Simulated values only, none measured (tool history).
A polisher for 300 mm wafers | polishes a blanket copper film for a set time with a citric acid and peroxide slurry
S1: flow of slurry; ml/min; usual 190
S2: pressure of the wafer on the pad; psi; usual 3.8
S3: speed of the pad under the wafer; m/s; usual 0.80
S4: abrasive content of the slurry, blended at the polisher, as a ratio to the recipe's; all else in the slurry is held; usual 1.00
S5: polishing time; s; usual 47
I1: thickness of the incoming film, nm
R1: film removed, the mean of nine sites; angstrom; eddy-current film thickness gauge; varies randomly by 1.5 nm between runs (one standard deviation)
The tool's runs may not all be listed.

{"run": 1, "hour": 0.0, "S1": 190, "S2": 3.8, "S3": 0.8, "S4": 1.0, "S5": 47, "I1": 862.4, "R1": 1061}
{"run": 2, "hour": 40.6, "S1": 190, "S2": 3.8, "S3": 0.8, "S4": 1.0, "S5": 47, "I1": 862.6, "R1": 1045}
{"run": 3, "hour": 79.5, "S1": 190, "S2": 3.8, "S3": 0.8, "S4": 1.0, "S5": 47, "I1": 869.2, "R1": 1043}
{"run": 4, "hour": 148.6, "S1": 190, "S2": 3.8, "S3": 0.8, "S4": 1.0, "S5": 47, "I1": 876.0, "R1": 1020}
{"run": 5, "hour": 253.4, "S1": 190, "S2": 3.8, "S3": 0.8, "S4": 1.0, "S5": 53, "I1": 869.6, "R1": 1098}
{"run": 6, "hour": 310.8, "S1": 190, "S2": 3.8, "S3": 0.8, "S4": 1.0, "S5": 53, "I1": 878.8, "R1": 1076}
{"run": 7, "hour": 416.4, "S1": 190, "S2": 3.8, "S3": 0.8, "S4": 1.0, "S5": 47, "I1": 858.7, "R1": 872}
{"run": 8, "hour": 495.3, "S1": 190, "S2": 3.8, "S3": 0.8, "S4": 1.0, "S5": 47, "I1": 872.9, "R1": 831}
{"run": 9, "hour": 550.6, "S1": 190, "S2": 3.8, "S3": 0.8, "S4": 1.0, "S5": 47, "I1": 857.9, "R1": 770}
{"hour": 554.7, "done": "worn pad replaced by a new one"}
{"hour": 598.6, "done": "slurry blender recalibrated"}
{"run": 10, "hour": 628.9, "S1": 190, "S2": 3.8, "S3": 0.8, "S4": 1.0, "S5": 47, "I1": 868.9, "R1": 934}
{"hour": 643.9, "done": "head pressure recalibrated"}
{"run": 11, "hour": 676.4, "S1": 190, "S2": 5.0, "S3": 0.8, "S4": 1.2, "S5": 41, "I1": 881.3, "R1": 1135}
{"hour": 695.6, "done": "slurry nozzle cleaned"}
{"run": 12, "hour": 774.7, "S1": 190, "S2": 3.8, "S3": 0.8, "S4": 1.0, "S5": 33, "I1": 879.4, "R1": 702}
{"run": 13, "hour": 824.1, "S1": 190, "S2": 3.8, "S3": 0.8, "S4": 1.0, "S5": 47, "I1": 876.5, "R1": 1008}
{"run": 14, "hour": 894.7, "S1": 190, "S2": 3.8, "S3": 0.8, "S4": 0.85, "S5": 47, "I1": 876.2, "R1": 929}
{"run": 15, "hour": 994.8, "S1": 190, "S2": 3.4, "S3": 0.8, "S4": 1.0, "S5": 42, "I1": 870.8, "R1": 729}
{"run": 16, "hour": 1066.6, "S1": 190, "S2": 3.8, "S3": 0.8, "S4": 1.0, "S5": 47, "I1": 864.9, "R1": 883}
{"hour": 1137.1, "done": "slurry blender recalibrated"}
{"run": 17, "hour": 1163.4, "S1": 190, "S2": 3.8, "S3": 0.8, "S4": 1.0, "S5": 47, "I1": 881.4, "R1": 959}
{"hour": 1199.3, "done": "worn pad replaced by a new one"}
{"run": 18, "hour": 1268.9, "S1": 190, "S2": 3.8, "S3": 0.8, "S4": 1.0, "S5": 47, "I1": 871.7, "R1": 970}
{"hour": 1287.6, "done": "slurry nozzle cleaned"}
{"run": 19, "hour": 1354.1, "S1": 190, "S2": 3.8, "S3": 0.54, "S4": 1.0, "S5": 47, "I1": 871.3, "R1": 727}
{"run": 20, "hour": 1481.5, "S1": 250, "S2": 3.3, "S3": 0.8, "S4": 1.0, "S5": 47, "I1": 881.7, "R1": 873}
{"run": 21, "hour": 1528.0, "S1": 230, "S2": 4.6, "S3": 0.8, "S4": 0.7, "S5": 61, "I1": 880.5, "R1": 1337}
{"run": 22, "hour": 1616.5, "S1": 220, "S2": 3.8, "S3": 0.8, "S4": 0.85, "S5": 47, "I1": 865.7, "R1": 881}
{"run": 23, "hour": 1706.5, "S1": 190, "S2": 3.8, "S3": 0.94, "S4": 1.0, "S5": 37, "I1": 881.1, "R1": 747}
{"hour": 1725.4, "done": "worn pad replaced by a new one"}
{"hour": 1762.0, "done": "slurry blender recalibrated"}
{"run": 24, "hour": 1802.7, "S1": 190, "S2": 3.8, "S3": 0.8, "S4": 1.0, "S5": 32, "I1": 856.7, "R1": 663}
{"run": 25, "hour": 1879.9, "S1": 190, "S2": 4.1, "S3": 0.8, "S4": 0.75, "S5": 47, "I1": 879.4, "R1": 930}
{"hour": 1931.9, "done": "slurry nozzle cleaned"}
{"run": 26, "hour": 1966.1, "S1": 190, "S2": 5.0, "S3": 0.8, "S4": 1.2, "S5": 41, "I1": 856.9, "R1": 1290}
{"run": 27, "hour": 2017.4, "S1": 190, "S2": 3.8, "S3": 0.8, "S4": 1.0, "S5": 37, "I1": 868.0, "R1": 791}
{"run": 28, "hour": 2090.2, "S1": 190, "S2": 3.8, "S3": 0.8, "S4": 1.0, "S5": 47, "I1": 861.4, "R1": 978}
{"hour": 2111.4, "done": "head pressure recalibrated"}
{"run": 29, "hour": 2167.4, "S1": 190, "S2": 3.8, "S3": 0.8, "S4": 1.15, "S5": 47, "I1": 854.1, "R1": 975}

Here are 5 independent what-if runs from the current tool condition. What would each one return?
{"run": "A", "hour": 2167.8, "S1": 190, "S2": 3.8, "S3": 0.8, "S4": 1.0, "S5": 31, "I1": 868.6, "R1": "?"}
{"run": "B", "hour": 2167.8, "S1": 190, "S2": 3.8, "S3": 0.8, "S4": 1.0, "S5": 59, "I1": 868.6, "R1": "?"}
{"run": "C", "hour": 2167.8, "S1": 190, "S2": 2.9, "S3": 0.64, "S4": 1.1, "S5": 41, "I1": 868.6, "R1": "?"}
{"run": "D", "hour": 2167.8, "S1": 220, "S2": 3.8, "S3": 1.0, "S4": 0.9, "S5": 47, "I1": 868.6, "R1": "?"}
{"run": "E", "hour": 2167.8, "S1": 125, "S2": 4.6, "S3": 1.02, "S4": 1.0, "S5": 34, "I1": 868.6, "R1": "?"}

run=A R1=621
run=B R1=1183
run=C R1=535
run=D R1=1145
run=E R1=921
Had the tool no hidden state, the same runs would have come out as:
run=A R1=718
run=B R1=1367
run=C R1=620
run=D R1=1312
run=E R1=1094

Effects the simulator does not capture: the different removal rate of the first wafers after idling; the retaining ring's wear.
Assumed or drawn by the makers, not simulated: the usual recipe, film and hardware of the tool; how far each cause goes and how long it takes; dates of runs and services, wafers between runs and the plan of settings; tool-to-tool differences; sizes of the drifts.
